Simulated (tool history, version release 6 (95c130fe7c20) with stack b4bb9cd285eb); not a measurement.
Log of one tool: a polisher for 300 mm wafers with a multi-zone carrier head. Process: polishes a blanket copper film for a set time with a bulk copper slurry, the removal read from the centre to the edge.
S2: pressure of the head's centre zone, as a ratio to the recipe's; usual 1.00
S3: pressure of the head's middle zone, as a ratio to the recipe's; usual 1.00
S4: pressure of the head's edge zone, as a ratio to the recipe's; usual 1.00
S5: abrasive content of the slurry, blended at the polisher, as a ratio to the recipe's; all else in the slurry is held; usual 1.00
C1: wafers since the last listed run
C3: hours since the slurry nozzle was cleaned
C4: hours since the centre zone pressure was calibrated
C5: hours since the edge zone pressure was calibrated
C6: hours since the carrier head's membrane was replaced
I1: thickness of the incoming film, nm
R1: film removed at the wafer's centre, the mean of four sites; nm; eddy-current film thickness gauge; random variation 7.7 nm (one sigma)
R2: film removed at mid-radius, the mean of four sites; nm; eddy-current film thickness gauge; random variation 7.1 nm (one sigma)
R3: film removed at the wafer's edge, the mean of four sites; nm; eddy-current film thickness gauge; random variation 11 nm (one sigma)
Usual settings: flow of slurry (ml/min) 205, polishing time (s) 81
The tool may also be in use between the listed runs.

run 1 hour=0.0 | flow_of_slurry_(ml/min)=205 S2=1.00 S3=0.96 S4=0.90 S5=1.00 polishing_time_(s)=81 | C1=0 wafers_polished_on_this_pad=4881 C3=553.0 C4=484.0 C5=1165.9 C6=763.7 | I1=4010.6 | R1=702.2 R2=681.5 R3=708.8
-- hour=27.5 edge zone pressure recalibrated
run 2 hour=28.8 | flow_of_slurry_(ml/min)=205 S2=1.00 S3=0.96 S4=0.90 S5=1.00 polishing_time_(s)=81 | C1=368 wafers_polished_on_this_pad=5249 C3=581.8 C4=512.8 C5=1.3 C6=792.5 | I1=3927.1 | R1=702.1 R2=682.4 R3=699.0
-- hour=43.1 slurry nozzle cleaned
-- hour=47.0 worn pad replaced by a new one
run 3 hour=80.9 | flow_of_slurry_(ml/min)=205 S2=1.00 S3=0.96 S4=0.90 S5=1.00 polishing_time_(s)=81 | C1=648 wafers_polished_on_this_pad=465 C3=37.8 C4=564.9 C5=53.4 C6=844.6 | I1=4015.2 | R1=744.8 R2=729.1 R3=728.7
-- hour=124.3 centre zone pressure recalibrated
run 4 hour=146.8 | flow_of_slurry_(ml/min)=145 S2=1.00 S3=1.00 S4=1.00 S5=1.00 polishing_time_(s)=81 | C1=877 wafers_polished_on_this_pad=1342 C3=103.7 C4=22.5 C5=119.3 C6=910.5 | I1=3969.7 | R1=714.9 R2=715.7 R3=729.1
run 5 hour=198.9 | flow_of_slurry_(ml/min)=205 S2=1.00 S3=1.00 S4=0.89 S5=0.70 polishing_time_(s)=81 | C1=715 wafers_polished_on_this_pad=2057 C3=155.8 C4=74.6 C5=171.4 C6=962.6 | I1=4063.0 | R1=669.3 R2=698.7 R3=682.2
run 6 hour=262.6 | flow_of_slurry_(ml/min)=260 S2=1.00 S3=1.00 S4=1.00 S5=1.00 polishing_time_(s)=81 | C1=874 wafers_polished_on_this_pad=2932 C3=219.5 C4=138.3 C5=235.1 C6=1026.3 | I1=4004.4 | R1=736.7 R2=749.3 R3=781.1
-- hour=295.5 carrier head's membrane replaced by a new one
run 7 hour=307.1 | flow_of_slurry_(ml/min)=205 S2=1.00 S3=0.89 S4=1.00 S5=1.00 polishing_time_(s)=73 | C1=542 wafers_polished_on_this_pad=3475 C3=264.0 C4=182.8 C5=279.6 C6=11.6 | I1=3978.8 | R1=640.5 R2=587.3 R3=686.6
run 8 hour=339.9 | flow_of_slurry_(ml/min)=205 S2=1.07 S3=1.09 S4=0.88 S5=1.00 polishing_time_(s)=81 | C1=450 wafers_polished_on_this_pad=3925 C3=296.8 C4=215.6 C5=312.4 C6=44.4 | I1=4012.9 | R1=759.1 R2=762.5 R3=697.4
run 9 hour=383.4 | flow_of_slurry_(ml/min)=205 S2=1.00 S3=1.11 S4=1.00 S5=1.00 polishing_time_(s)=81 | C1=597 wafers_polished_on_this_pad=4522 C3=340.3 C4=259.1 C5=355.9 C6=87.9 | I1=3979.9 | R1=706.0 R2=765.1 R3=757.1
run 10 hour=433.1 | flow_of_slurry_(ml/min)=225 S2=1.00 S3=1.00 S4=1.00 S5=1.00 polishing_time_(s)=81 | C1=682 wafers_polished_on_this_pad=5205 C3=390.0 C4=308.8 C5=405.6 C6=137.6 | I1=4060.9 | R1=705.7 R2=710.2 R3=749.1
run 11 hour=459.5 | flow_of_slurry_(ml/min)=205 S2=1.00 S3=0.91 S4=1.00 S5=1.00 polishing_time_(s)=60 | C1=362 wafers_polished_on_this_pad=5567 C3=416.4 C4=335.2 C5=432.0 C6=164.0 | I1=3954.5 | R1=529.8 R2=489.0 R3=552.2
-- hour=484.9 worn pad replaced by a new one
run 12 hour=520.3 | flow_of_slurry_(ml/min)=165 S2=1.00 S3=0.89 S4=1.00 S5=1.00 polishing_time_(s)=81 | C1=779 wafers_polished_on_this_pad=485 C3=477.2 C4=396.0 C5=492.8 C6=224.8 | I1=3998.5 | R1=725.7 R2=654.6 R3=783.2
-- hour=617.3 slurry nozzle cleaned
run 13 hour=655.5 | flow_of_slurry_(ml/min)=205 S2=1.07 S3=1.00 S4=1.00 S5=1.00 polishing_time_(s)=81 | C1=1842 wafers_polished_on_this_pad=2328 C3=38.2 C4=531.2 C5=628.0 C6=360.0 | I1=3977.4 | R1=777.8 R2=744.0 R3=761.7
-- hour=667.2 centre zone pressure recalibrated
run 14 hour=685.2 | flow_of_slurry_(ml/min)=205 S2=1.00 S3=1.00 S4=1.00 S5=1.00 polishing_time_(s)=81 | C1=380 wafers_polished_on_this_pad=2708 C3=67.9 C4=18.0 C5=657.7 C6=389.7 | I1=3971.1 | R1=731.6 R2=734.4 R3=759.4
run 15 hour=718.1 | flow_of_slurry_(ml/min)=205 S2=0.89 S3=1.00 S4=1.00 S5=1.00 polishing_time_(s)=81 | C1=451 wafers_polished_on_this_pad=3160 C3=100.8 C4=50.9 C5=690.6 C6=422.6 | I1=3975.5 | R1=651.2 R2=714.6 R3=752.4
run 16 hour=768.7 | flow_of_slurry_(ml/min)=205 S2=1.00 S3=1.00 S4=1.00 S5=1.00 polishing_time_(s)=81 | C1=694 wafers_polished_on_this_pad=3855 C3=151.4 C4=101.5 C5=741.2 C6=473.2 | I1=4090.0 | R1=713.7 R2=717.7 R3=738.9
run 17 hour=809.4 | flow_of_slurry_(ml/min)=205 S2=1.08 S3=1.00 S4=1.00 S5=0.75 polishing_time_(s)=81 | C1=558 wafers_polished_on_this_pad=4414 C3=192.1 C4=142.2 C5=781.9 C6=513.9 | I1=4034.0 | R1=727.6 R2=674.4 R3=717.1
run 18 hour=866.9 | flow_of_slurry_(ml/min)=245 S2=1.00 S3=1.00 S4=1.00 S5=0.70 polishing_time_(s)=93 | C1=789 wafers_polished_on_this_pad=5203 C3=249.6 C4=199.7 C5=839.4 C6=571.4 | I1=4048.6 | R1=764.2 R2=782.0 R3=813.4
run 19 hour=898.2 | flow_of_slurry_(ml/min)=205 S2=1.00 S3=1.11 S4=1.00 S5=1.00 polishing_time_(s)=81 | C1=429 wafers_polished_on_this_pad=5633 C3=280.9 C4=231.0 C5=870.7 C6=602.7 | I1=4017.5 | R1=703.7 R2=761.3 R3=722.8
run 20 hour=935.2 | flow_of_slurry_(ml/min)=205 S2=1.04 S3=1.00 S4=1.00 S5=1.00 polishing_time_(s)=81 | C1=508 wafers_polished_on_this_pad=6141 C3=317.9 C4=268.0 C5=907.7 C6=639.7 | I1=4007.5 | R1=723.7 R2=704.9 R3=739.1
run 21 hour=974.4 | flow_of_slurry_(ml/min)=205 S2=1.00 S3=1.00 S4=1.00 S5=1.00 polishing_time_(s)=81 | C1=538 wafers_polished_on_this_pad=6680 C3=357.1 C4=307.2 C5=946.9 C6=678.9 | I1=3968.6 | R1=684.8 R2=697.5 R3=723.3

4 ways to go on from here, each from the tool as it stands after run 21. What would each give?
run A hour=974.8 | flow_of_slurry_(ml/min)=205 S2=1.00 S3=1.00 S4=1.00 S5=1.00 polishing_time_(s)=70 | C1=5 wafers_polished_on_this_pad=6685 C3=357.5 C4=307.6 C5=947.3 C6=679.3 | I1=4039.5 | R1=? R2=? R3=?
run B hour=974.8 | flow_of_slurry_(ml/min)=205 S2=0.90 S3=1.00 S4=1.00 S5=1.00 polishing_time_(s)=58 | C1=5 wafers_polished_on_this_pad=6685 C3=357.5 C4=307.6 C5=947.3 C6=679.3 | I1=4039.5 | R1=? R2=? R3=?
run C hour=974.8 | flow_of_slurry_(ml/min)=205 S2=1.00 S3=1.00 S4=1.00 S5=1.00 polishing_time_(s)=63 | C1=5 wafers_polished_on_this_pad=6685 C3=357.5 C4=307.6 C5=947.3 C6=679.3 | I1=4039.5 | R1=? R2=? R3=?
run D hour=974.8 | flow_of_slurry_(ml/min)=205 S2=0.97 S3=1.00 S4=1.08 S5=0.75 polishing_time_(s)=94 | C1=5 wafers_polished_on_this_pad=6685 C3=357.5 C4=307.6 C5=947.3 C6=679.3 | I1=4039.5 | R1=? R2=? R3=?

run=A R1=599.8 R2=612.6 R3=623.4
run=B R1=446.9 R2=507.9 R3=516.5
run=C R1=539.8 R2=551.4 R3=561.1
run=D R1=740.0 R2=779.4 R3=822.6
Without the tool's hidden state the same runs would have given:
run=A R1=645.1 R2=658.9 R3=670.5
run=B R1=480.7 R2=546.2 R3=555.6
run=C R1=580.6 R2=593.0 R3=603.5
run=D R1=795.9 R2=838.3 R3=884.8
